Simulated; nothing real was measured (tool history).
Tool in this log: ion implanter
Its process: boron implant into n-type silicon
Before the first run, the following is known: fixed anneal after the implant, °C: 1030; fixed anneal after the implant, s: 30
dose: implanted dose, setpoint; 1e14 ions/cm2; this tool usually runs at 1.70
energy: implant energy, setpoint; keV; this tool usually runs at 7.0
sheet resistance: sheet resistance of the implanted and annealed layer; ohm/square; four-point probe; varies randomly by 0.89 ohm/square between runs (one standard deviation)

run,hour,dose,energy,"read-back reference wafer on the same gauge, sheet resistance",sheet resistance
1,0.0,1.50,9.0,554.25,634.08
2,67.4,1.50,9.0,554.22,633.89
3,107.9,1.70,7.0,554.03,588.21
4,167.2,1.70,7.0,554.10,588.33
5,192.4,1.70,7.0,553.90,588.70
6,231.1,1.70,7.0,554.12,589.55
7,276.4,1.70,7.0,553.77,587.44
8,304.4,1.70,7.0,553.80,588.22
9,368.8,1.70,7.0,554.09,587.58
10,408.9,1.70,7.0,554.20,587.92
11,436.5,1.70,7.0,553.98,587.79
12,505.0,1.70,7.0,553.93,587.20
13,573.7,1.70,6.5,554.40,593.50
14,622.6,1.70,7.0,553.88,588.41
15,663.6,1.70,7.0,554.03,588.15
16,719.2,1.70,7.0,554.20,589.03
17,771.8,1.51,6.0,553.90,659.80
18,797.0,2.03,5.5,553.91,519.95
19,868.7,1.70,7.0,554.16,586.74
20,897.8,1.92,8.0,553.76,522.44
21,959.9,1.92,7.0,554.15,532.72
# hour 991.2: Faraday cup replaced and dose calibrated
22,991.7,1.98,6.0,554.21,532.13
# hour 992.6: gauge calibrated
23,1029.0,1.46,6.5,554.21,678.17
24,1061.5,1.70,5.5,553.62,609.09
25,1117.7,1.70,7.0,553.72,593.08
26,1158.8,1.99,9.0,554.49,504.89

Forecast run 27:
27,1195.2,1.38,9.0,?,?

{"run 27": {"read-back reference wafer on the same gauge, sheet resistance": 553.9, "sheet resistance": 683.52}}
Minus the tool's unlogged condition, the same run would have read sheet resistance 684.29 ohm/square.
